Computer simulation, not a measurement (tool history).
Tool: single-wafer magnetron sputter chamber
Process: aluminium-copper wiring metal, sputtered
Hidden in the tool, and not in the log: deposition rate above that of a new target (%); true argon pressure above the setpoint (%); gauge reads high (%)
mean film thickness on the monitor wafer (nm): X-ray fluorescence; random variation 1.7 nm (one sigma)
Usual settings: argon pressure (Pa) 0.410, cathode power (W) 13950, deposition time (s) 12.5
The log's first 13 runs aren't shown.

run,hour,argon pressure (Pa),cathode power (W),deposition time (s),wafers since the last listed run,wafers on the sputter target,hours since the last manometer calibration,hours since the magnet pack was replaced,hours since the gauge calibration,"read-back reference wafer on the same gauge, thickness_nm",mean film thickness on the monitor wafer (nm)
14,615.0,0.410,12950,12.5,1222,7418,711.9,9086.2,1744.1,306.739,324.515
15,669.4,0.410,13950,12.5,1406,8825,766.3,9140.6,1798.5,306.799,345.581
# hour 679.6: sputter target and shields replaced
# hour 679.7: gauge calibrated
16,732.0,0.410,13950,12.5,1411,1355,828.9,9203.2,52.3,306.763,344.116
17,762.7,0.329,13950,12.5,793,2148,859.6,9233.9,83.0,307.102,372.866
# hour 864.4: magnet pack replaced
18,864.9,0.342,14950,14.7,2435,4584,961.8,0.5,185.2,307.014,458.035
19,882.4,0.253,10550,14.1,452,5036,979.3,18.0,202.7,307.308,357.543
20,924.9,0.258,13950,14.9,1098,6135,1021.8,60.5,245.2,306.702,469.750
21,986.6,0.516,12450,12.5,1595,7730,1083.5,122.2,306.9,306.625,295.928
# hour 1110.8: sputter target and shields replaced
22,1115.8,0.516,12450,12.5,3133,128,1212.7,251.4,436.1,306.922,294.500
23,1185.1,0.487,13950,11.9,1791,1920,1282.0,320.7,505.4,307.058,318.433
# hour 1210.4: capacitance manometer re-zeroed and calibrated
24,1219.5,0.460,13950,13.4,682,2603,9.1,355.1,539.8,306.697,379.426
25,1248.1,0.410,11100,10.5,739,3342,37.7,383.7,568.4,306.762,256.948
26,1274.5,0.509,16900,11.1,682,4025,64.1,410.1,594.8,307.331,361.966
27,1360.8,0.516,12450,12.5,2231,6256,150.4,496.4,681.1,306.916,313.911
28,1418.7,0.533,13950,10.2,1496,7753,208.3,554.3,739.0,307.091,277.127
29,1443.9,0.410,13950,12.5,651,8404,233.5,579.5,764.2,307.008,366.576
30,1468.0,0.410,13950,12.5,623,9027,257.6,603.6,788.3,307.227,366.980
31,1500.1,0.476,11850,12.5,829,9857,289.7,635.7,820.4,307.267,308.550
# hour 1508.1: sputter target and shields replaced
# hour 1562.7: capacitance manometer re-zeroed and calibrated, repeated, since the last time left the tool worse
32,1563.2,0.518,13950,12.5,1217,1217,0.5,698.8,883.5,307.077,314.113
33,1584.2,0.335,13950,10.1,542,1760,21.5,719.8,904.5,307.482,296.612
34,1774.6,0.310,15250,14.5,4922,6682,211.9,910.2,1094.9,307.003,467.007
35,1801.8,0.410,13950,11.3,703,7386,239.1,937.4,1122.1,306.743,311.671

Forecast each of these 3 alternatives for the next run:
A,1802.2,0.410,13950,14.6,10,7396,239.5,937.8,1122.5,?,?
B,1802.2,0.508,11600,12.5,10,7396,239.5,937.8,1122.5,?,?
C,1802.2,0.254,13950,12.5,10,7396,239.5,937.8,1122.5,?,?

run,"read-back reference wafer on the same gauge, thickness_nm",mean film thickness on the monitor wafer (nm)
A,307.158,402.629
B,307.158,273.504
C,307.158,396.150
Without the tool's hidden state the same runs would have given:
run,mean film thickness on the monitor wafer (nm)
A,400.705
B,271.729
C,395.445

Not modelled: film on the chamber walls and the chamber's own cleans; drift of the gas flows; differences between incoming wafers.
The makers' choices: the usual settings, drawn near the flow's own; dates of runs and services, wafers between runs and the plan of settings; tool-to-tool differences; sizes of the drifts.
